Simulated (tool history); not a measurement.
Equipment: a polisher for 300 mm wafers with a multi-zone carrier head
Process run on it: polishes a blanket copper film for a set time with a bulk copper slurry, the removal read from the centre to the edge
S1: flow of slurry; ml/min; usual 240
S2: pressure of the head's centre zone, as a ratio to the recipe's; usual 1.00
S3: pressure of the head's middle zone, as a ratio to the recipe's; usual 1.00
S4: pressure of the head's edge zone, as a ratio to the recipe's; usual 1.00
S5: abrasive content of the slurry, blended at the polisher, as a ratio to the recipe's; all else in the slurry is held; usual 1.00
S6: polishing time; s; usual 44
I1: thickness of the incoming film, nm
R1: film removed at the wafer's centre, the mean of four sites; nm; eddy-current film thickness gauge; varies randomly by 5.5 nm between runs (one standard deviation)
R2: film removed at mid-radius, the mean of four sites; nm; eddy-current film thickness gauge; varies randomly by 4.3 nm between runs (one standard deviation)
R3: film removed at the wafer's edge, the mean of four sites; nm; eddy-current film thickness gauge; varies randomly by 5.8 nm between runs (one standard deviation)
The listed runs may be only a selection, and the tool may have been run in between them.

run	day	S1	S2	S3	S4	S5	S6	I1	R1	R2	R3
1	0.000	305	1.00	1.00	1.00	1.10	44	2427.1	465.0	456.0	462.0
2	1.208	240	1.04	1.00	1.00	0.85	55	2455.0	559.9	528.7	539.5
# day 3.592: worn pad replaced by a new one
3	3.812	240	1.00	1.00	1.00	0.75	44	2456.6	471.3	468.7	467.5
# day 3.962: edge zone pressure recalibrated
4	5.762	240	1.00	1.00	1.00	1.00	44	2491.5	499.0	474.0	481.1
5	6.804	240	1.00	1.00	1.00	1.00	44	2478.6	485.8	478.6	490.8
# day 7.546: slurry nozzle cleaned
6	9.300	240	1.00	1.00	1.00	1.00	44	2424.8	491.3	471.3	489.7
7	10.458	240	0.92	1.00	1.00	1.00	38	2421.3	379.8	408.4	414.3
8	12.779	240	0.96	1.00	1.00	0.90	44	2486.9	443.7	447.9	463.0
9	14.054	240	1.00	1.11	1.00	1.00	44	2509.6	469.6	498.6	468.4
10	16.538	170	1.00	1.00	1.09	0.85	55	2487.8	530.7	523.8	564.6
# day 17.471: centre zone pressure recalibrated
11	19.100	240	1.00	1.00	1.00	1.00	44	2465.7	434.8	438.3	451.8
12	20.908	240	1.00	1.00	1.00	1.00	39	2481.8	375.5	390.7	403.6
# day 21.329: carrier head's membrane replaced by a new one
13	23.462	240	1.00	1.00	1.00	1.00	44	2426.2	428.5	438.9	437.4
14	24.746	165	1.00	1.04	1.07	1.00	44	2427.0	388.2	408.6	425.0
# day 24.917: slurry nozzle cleaned
# day 26.008: worn pad replaced by a new one
15	26.021	240	1.00	1.00	1.00	1.00	44	2485.1	465.8	487.3	484.8
16	28.942	170	0.93	1.00	0.96	1.00	44	2471.4	413.0	452.3	451.0
17	30.104	175	1.00	1.10	1.00	1.00	44	2409.8	442.4	481.7	469.7
18	31.638	240	1.00	1.07	1.00	0.90	31	2426.2	313.5	336.8	325.9
19	39.608	240	1.00	1.00	1.00	1.00	44	2464.6	437.6	447.6	454.0
20	41.583	240	1.00	1.00	1.00	1.30	44	2477.7	456.4	465.6	480.7

What if the next run were any one of these 5? Each begins from the tool's condition after run 20:
A	41.600	240	1.00	1.00	1.00	1.00	44	2427.7	?	?	?
B	41.600	240	0.96	1.00	1.00	0.80	44	2427.7	?	?	?
C	41.600	175	1.00	1.00	1.00	1.25	44	2427.7	?	?	?
D	41.600	240	1.00	1.11	1.05	1.10	44	2427.7	?	?	?
E	41.600	240	1.00	1.00	0.94	1.10	30	2427.7	?	?	?

run	R1	R2	R3
A	442.3	437.9	441.0
B	410.1	420.7	423.6
C	436.0	434.2	443.1
D	450.6	479.2	459.2
E	307.0	303.9	297.2
The same runs, with their run-to-run variation unchanged, on a tool lacking any hidden condition would have given:
run	R1	R2	R3
A	482.3	490.8	494.3
B	447.1	471.6	474.8
C	475.4	486.8	496.7
D	491.3	537.2	514.7
E	334.8	340.7	333.1

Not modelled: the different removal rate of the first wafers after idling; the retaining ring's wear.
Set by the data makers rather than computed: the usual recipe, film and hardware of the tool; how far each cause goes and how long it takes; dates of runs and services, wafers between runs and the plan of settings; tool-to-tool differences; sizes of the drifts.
